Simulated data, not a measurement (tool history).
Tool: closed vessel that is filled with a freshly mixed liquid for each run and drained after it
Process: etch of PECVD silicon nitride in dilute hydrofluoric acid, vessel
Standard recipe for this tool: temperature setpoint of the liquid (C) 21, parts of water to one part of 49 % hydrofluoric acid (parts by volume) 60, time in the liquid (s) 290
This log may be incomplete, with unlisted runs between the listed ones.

run   hour  temperature setpoint of the liquid (C)  parts of water to one part of 49 % hydrofluoric acid (parts by volume)  time in the liquid (s)  read-back film thickness of the PECVD silicon nitride reference wafer, read on the same gauge (nm)  thickness taken off the PECVD silicon nitride on a monitor wafer (angstrom)
  1      0                                      21                                                                      60                     215                                                                                              149.97                                                                         81.3
  2    6.9                                      21                                                                      60                     215                                                                                              150.01                                                                         81.5
  3   17.2                                      21                                                                      60                     290                                                                                              149.99                                                                        109.5
  4   25.4                                      21                                                                      60                     290                                                                                              149.94                                                                        108.6
  5   42.2                                      21                                                                      60                     290                                                                                              149.99                                                                        109.9
  6   80.3                                      21                                                                      60                     290                                                                                              150.01                                                                        108.9
  7   88.8                                      21                                                                      60                     290                                                                                              149.97                                                                        108.8
  8   96.3                                      21                                                                      60                     290                                                                                              149.98                                                                        109.2
  9  111.3                                      21                                                                      60                     290                                                                                              149.96                                                                        108.3
 10  129.2                                      21                                                                      60                     290                                                                                              150.01                                                                        109.4
 11  138.1                                      21                                                                      50                     290                                                                                              150.03                                                                        129.5
 12  148.1                                      21                                                                      75                     395                                                                                              149.96                                                                        118.8
 13  154.4                                      21                                                                      60                     290                                                                                                 150                                                                        108.2
 14  167.2                                      23                                                                      60                     290                                                                                              149.97                                                                        123.7
 15  176.7                                    22.5                                                                      60                     370                                                                                              150.03                                                                        153.1
 16  186.3                                    19.5                                                                      50                     125                                                                                              149.97                                                                         50.5
 17  222.7                                      21                                                                      60                     290                                                                                              150.03                                                                          108
 18    251                                      21                                                                      60                     155                                                                                              149.96                                                                         63.7
 19  263.7                                      21                                                                      45                     205                                                                                              149.98                                                                        111.9
 20  278.1                                      21                                                                      45                     410                                                                                              149.98                                                                        222.2
 21  295.7                                      17                                                                      70                     210                                                                                              149.97                                                                         56.4
 22  304.4                                    17.5                                                                      60                     290                                                                                              149.98                                                                         93.7
 23  311.1                                      21                                                                      60                     290                                                                                              150.01                                                                        120.1
 24  323.7                                    25.5                                                                      80                     385                                                                                              150.02                                                                        161.8

Not shown: 4 entries that the log had between the listed runs. Between which runs, and how does the tool's hidden state differ before and after?
Run 8 -> run 9: gauge calibrated (hour 102.6)
  hydrofluoric acid flow below the setpoint (%): 9.8 -> 9.89
  measured value less the no-hidden-state value, thickness taken off the PECVD silicon nitride on a monitor wafer (angstrom): -11.5 -> -11.6
Run 16 -> run 17: thermometer replaced (hour 187.3)
  hydrofluoric acid flow below the setpoint (%): 10.3 -> 10.5
  measured value less the no-hidden-state value, thickness taken off the PECVD silicon nitride on a monitor wafer (angstrom): -5.6 -> -12.4
Run 17 -> run 18: hydrofluoric acid flow meter replaced (hour 249.3)
  hydrofluoric acid flow below the setpoint (%): 10.5 -> 0.519
  measured value less the no-hidden-state value, thickness taken off the PECVD silicon nitride on a monitor wafer (angstrom): -12.4 -> -0.4
Run 19 -> run 20: gauge calibrated (hour 266.1)
  hydrofluoric acid flow below the setpoint (%): 0.591 -> 0.673
  measured value less the no-hidden-state value, thickness taken off the PECVD silicon nitride on a monitor wafer (angstrom): -0.6 -> -1.5
